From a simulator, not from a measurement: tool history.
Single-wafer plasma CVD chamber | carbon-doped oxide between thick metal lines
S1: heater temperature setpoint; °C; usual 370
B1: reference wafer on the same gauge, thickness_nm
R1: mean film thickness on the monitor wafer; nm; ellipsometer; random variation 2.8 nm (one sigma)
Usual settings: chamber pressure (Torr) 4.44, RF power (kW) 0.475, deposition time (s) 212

Run 1, hour 0.0: usual settings; B1 1190.127. Result: R1 999.102 nm.
Run 2, hour 15.9: usual settings; B1 1189.052. Result: R1 998.765 nm.
Run 3, hour 45.8: usual settings; B1 1189.114. Result: R1 995.758 nm.
Run 4, hour 70.0: usual settings; B1 1189.697. Result: R1 995.043 nm.
Run 5, hour 82.1: usual settings; B1 1190.075. Result: R1 999.167 nm.
Run 6, hour 105.2: usual settings; B1 1189.084. Result: R1 996.921 nm.
Run 7, hour 133.1: usual settings; B1 1188.975. Result: R1 996.186 nm.
At hour 149.8: thermocouple changed; heater temperature recalibrated.
Run 8, hour 164.3: usual settings but S1 383 °C, deposition time (s) 251; B1 1190.696. Result: R1 1150.081 nm.
Run 9, hour 184.8: usual settings but S1 357 °C; B1 1188.805. Result: R1 1019.503 nm.
At hour 191.3: gauge calibrated.
Run 10, hour 199.1: usual settings but chamber pressure (Torr) 4.03, RF power (kW) 0.380; B1 1189.140. Result: R1 743.880 nm.
Run 11, hour 218.6: usual settings; B1 1189.651. Result: R1 998.045 nm.
Run 12, hour 247.9: usual settings; B1 1190.712. Result: R1 989.030 nm.
Run 13, hour 262.5: usual settings but S1 379 °C, chamber pressure (Torr) 3.59, RF power (kW) 0.445, deposition time (s) 229; B1 1189.965. Result: R1 940.235 nm.
Run 14, hour 285.5: usual settings but S1 363 °C, chamber pressure (Torr) 5.42, RF power (kW) 0.450; B1 1190.043. Result: R1 983.857 nm.
Run 15, hour 307.2: usual settings but S1 362 °C, chamber pressure (Torr) 3.69; B1 1190.290. Result: R1 970.627 nm.
Run 16, hour 326.4: usual settings but chamber pressure (Torr) 3.46, RF power (kW) 0.415; B1 1189.664. Result: R1 809.491 nm.
At hour 349.3: RF generator calibrated.
Run 17, hour 353.5: usual settings; B1 1190.412. Result: R1 1029.030 nm.
At hour 362.9: showerhead replaced.
Run 18, hour 383.4: usual settings but chamber pressure (Torr) 4.88, RF power (kW) 0.415, deposition time (s) 231; B1 1190.857. Result: R1 972.486 nm.
Run 19, hour 462.1: usual settings but deposition time (s) 183; B1 1189.741. Result: R1 885.473 nm.
Run 20, hour 479.6: usual settings but S1 377 °C; B1 1190.451. Result: R1 1007.429 nm.
Run 21, hour 492.5: usual settings but RF power (kW) 0.410; B1 1189.637. Result: R1 865.782 nm.
Run 22, hour 524.5: usual settings; B1 1190.346. Result: R1 1021.206 nm.
Run 23, hour 545.6: usual settings but chamber pressure (Torr) 5.08; B1 1189.322. Result: R1 1050.682 nm.
Run 24, hour 565.4: usual settings but S1 365 °C, RF power (kW) 0.410, deposition time (s) 242; B1 1189.868. Result: R1 994.296 nm.
Run 25, hour 596.7: usual settings but chamber pressure (Torr) 5.47, deposition time (s) 240; B1 1189.291. Result: R1 1193.789 nm.
Run 26, hour 620.6: usual settings but S1 383 °C, RF power (kW) 0.530, deposition time (s) 171; B1 1189.581. Result: R1 888.976 nm.
Run 27, hour 653.9: usual settings but deposition time (s) 238; B1 1189.766. Result: R1 1140.660 nm.

Forecast each of these 5 alternatives for the next run:
Run A, hour 654.4: usual settings but RF power (kW) 0.385; B1 ?. Result: R1 ?.
Run B, hour 654.4: usual settings but chamber pressure (Torr) 4.94; B1 ?. Result: R1 ?.
Run C, hour 654.4: usual settings but S1 355 °C; B1 ?. Result: R1 ?.
Run D, hour 654.4: usual settings but S1 378 °C, chamber pressure (Torr) 4.93, RF power (kW) 0.400, deposition time (s) 246; B1 ?. Result: R1 ?.
Run E, hour 654.4: usual settings but chamber pressure (Torr) 3.62; B1 ?. Result: R1 ?.

run        B1        R1
  A  1190.880   790.694
  B  1190.880  1040.571
  C  1190.880  1052.021
  D  1190.880   970.060
  E  1190.880   982.388
Without the tool's hidden state the same runs would have given:
run        R1
  A   799.530
  B  1050.160
  C  1061.716
  D   980.901
  E   991.442
